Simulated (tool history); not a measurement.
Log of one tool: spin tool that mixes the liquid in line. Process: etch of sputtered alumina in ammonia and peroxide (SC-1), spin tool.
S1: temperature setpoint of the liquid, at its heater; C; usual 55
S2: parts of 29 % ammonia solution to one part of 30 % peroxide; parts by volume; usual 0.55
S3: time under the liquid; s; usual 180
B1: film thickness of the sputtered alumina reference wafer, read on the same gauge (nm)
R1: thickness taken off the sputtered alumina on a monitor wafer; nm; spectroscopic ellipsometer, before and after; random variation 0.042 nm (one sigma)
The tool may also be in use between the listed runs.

{"run": 1, "hour": 0.0, "S1": 55, "S2": 0.55, "S3": 180, "B1": 29.94, "R1": 6.76}
{"run": 2, "hour": 15.8, "S1": 55, "S2": 0.55, "S3": 180, "B1": 29.97, "R1": 6.75}
{"run": 3, "hour": 43.6, "S1": 55, "S2": 0.55, "S3": 180, "B1": 30.01, "R1": 6.69}
{"run": 4, "hour": 63.4, "S1": 55, "S2": 0.55, "S3": 180, "B1": 29.95, "R1": 6.69}
{"run": 5, "hour": 89.9, "S1": 55, "S2": 0.55, "S3": 180, "B1": 30.02, "R1": 6.69}
{"hour": 102.4, "done": "new drum of ammonia solution connected"}
{"run": 6, "hour": 107.6, "S1": 55, "S2": 0.55, "S3": 180, "B1": 30.01, "R1": 6.69}
{"run": 7, "hour": 124.3, "S1": 55, "S2": 0.55, "S3": 180, "B1": 29.97, "R1": 6.68}
{"run": 8, "hour": 179.2, "S1": 55, "S2": 0.55, "S3": 115, "B1": 29.98, "R1": 4.23}
{"run": 9, "hour": 195.8, "S1": 55, "S2": 0.55, "S3": 180, "B1": 30.02, "R1": 6.66}
{"run": 10, "hour": 220.5, "S1": 55, "S2": 0.55, "S3": 180, "B1": 29.98, "R1": 6.58}
{"run": 11, "hour": 256.4, "S1": 55, "S2": 0.55, "S3": 180, "B1": 30.06, "R1": 6.54}
{"run": 12, "hour": 288.7, "S1": 55, "S2": 0.55, "S3": 180, "B1": 30.02, "R1": 6.54}
{"run": 13, "hour": 319.3, "S1": 55, "S2": 0.55, "S3": 180, "B1": 29.99, "R1": 6.49}

Run 14 comes next. What will it give?
{"run": 14, "hour": 339.2, "S1": 55, "S2": 0.55, "S3": 180, "B1": "?", "R1": "?"}

B1: 29.94
R1: 6.54 nm
Without the tool's hidden state the same run would have given R1 9.42 nm.
